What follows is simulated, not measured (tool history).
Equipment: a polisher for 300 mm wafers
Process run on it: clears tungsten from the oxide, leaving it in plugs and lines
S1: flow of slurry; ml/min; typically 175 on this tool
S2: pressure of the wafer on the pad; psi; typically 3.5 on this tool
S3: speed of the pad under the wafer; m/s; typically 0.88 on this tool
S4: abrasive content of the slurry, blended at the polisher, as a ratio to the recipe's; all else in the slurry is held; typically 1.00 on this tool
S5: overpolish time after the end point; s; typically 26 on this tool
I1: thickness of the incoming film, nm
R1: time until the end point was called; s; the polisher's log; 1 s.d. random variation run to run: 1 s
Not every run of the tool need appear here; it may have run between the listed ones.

Run 1, hour 0.0: usual settings but S3 1.02 m/s; I1 246.4. Result: R1 52.1 s.
Run 2, hour 12.4: usual settings but S3 1.02 m/s; I1 252.8. Result: R1 52.3 s.
Run 3, hour 20.1: usual settings but S1 135 ml/min; I1 247.3. Result: R1 64.1 s.
At hour 29.6: slurry nozzle cleaned.
At hour 44.4: slurry tank refilled with fresh slurry and peroxide.
At hour 48.1: slurry blender recalibrated.
Run 4, hour 48.5: usual settings but S1 135 ml/min; I1 249.5. Result: R1 59.2 s.
Run 5, hour 56.6: usual settings; I1 251.4. Result: R1 56.5 s.
Run 6, hour 64.6: usual settings but S1 195 ml/min, S4 1.20; I1 247.5. Result: R1 54.5 s.
Run 7, hour 73.1: usual settings; I1 250.5. Result: R1 58.5 s.
Run 8, hour 98.1: usual settings; I1 246.0. Result: R1 59.3 s.
Run 9, hour 111.2: usual settings but S2 4.7 psi; I1 250.5. Result: R1 45.4 s.
Run 10, hour 121.7: usual settings but S1 225 ml/min, S2 4.5 psi; I1 249.4. Result: R1 45.8 s.
At hour 129.9: worn pad replaced by a new one.
Run 11, hour 130.4: usual settings but S4 1.15; I1 249.2. Result: R1 59.2 s.
Run 12, hour 139.7: usual settings but S3 1.08 m/s, S5 32 s; I1 248.8. Result: R1 49.6 s.
Run 13, hour 152.9: usual settings but S2 4.4 psi, S4 1.10, S5 11 s; I1 249.4. Result: R1 48.5 s.
Run 14, hour 169.5: usual settings but S2 4.3 psi, S5 37 s; I1 247.2. Result: R1 49.5 s.
Run 15, hour 184.7: usual settings but S2 4.5 psi, S3 1.14 m/s, S4 0.80, S5 41 s; I1 250.8. Result: R1 40.9 s.
At hour 189.5: slurry tank refilled with fresh slurry and peroxide.
Run 16, hour 198.2: usual settings but S2 2.4 psi, S3 0.64 m/s; I1 249.7. Result: R1 124.0 s.
At hour 206.9: slurry blender recalibrated.
Run 17, hour 210.1: usual settings but S4 1.30; I1 254.2. Result: R1 55.0 s.
Run 18, hour 218.1: usual settings but S4 1.10, S5 19 s; I1 245.6. Result: R1 56.3 s.
Run 19, hour 228.3: usual settings but S3 0.62 m/s, S4 0.80, S5 30 s; I1 248.2. Result: R1 87.6 s.
Run 20, hour 240.2: usual settings but S5 17 s; I1 249.0. Result: R1 57.6 s.
Run 21, hour 256.3: usual settings but S1 220 ml/min; I1 254.1. Result: R1 58.4 s.
At hour 264.4: worn pad replaced by a new one.
Run 22, hour 265.9: usual settings but S1 125 ml/min, S4 1.15, S5 37 s; I1 250.1. Result: R1 61.3 s.
Run 23, hour 280.1: usual settings; I1 250.9. Result: R1 61.5 s.
Run 24, hour 296.3: usual settings but S4 1.30; I1 253.3. Result: R1 57.4 s.
Run 25, hour 313.0: usual settings but S2 4.5 psi; I1 252.3. Result: R1 48.2 s.
Run 26, hour 324.8: usual settings but S4 1.20; I1 251.4. Result: R1 60.8 s.

5 ways to go on from here, each from the tool as it stands after run 26. What would each give?
Run A, hour 325.2: usual settings but S1 230 ml/min; I1 249.5. Result: R1 ?.
Run B, hour 325.2: usual settings but S3 0.60 m/s, S5 14 s; I1 249.5. Result: R1 ?.
Run C, hour 325.2: usual settings but S2 4.4 psi, S3 0.70 m/s, S4 1.10; I1 249.5. Result: R1 ?.
Run D, hour 325.2: usual settings but S3 1.04 m/s; I1 249.5. Result: R1 ?.
Run E, hour 325.2: usual settings but S2 2.9 psi; I1 249.5. Result: R1 ?.

run    R1
  A  57.6
  B  87.5
  C  59.2
  D  50.5
  E  70.8
What these runs would have given with no unlogged condition in the tool:
run    R1
  A  53.3
  B  81.1
  C  54.8
  D  46.8
  E  65.6

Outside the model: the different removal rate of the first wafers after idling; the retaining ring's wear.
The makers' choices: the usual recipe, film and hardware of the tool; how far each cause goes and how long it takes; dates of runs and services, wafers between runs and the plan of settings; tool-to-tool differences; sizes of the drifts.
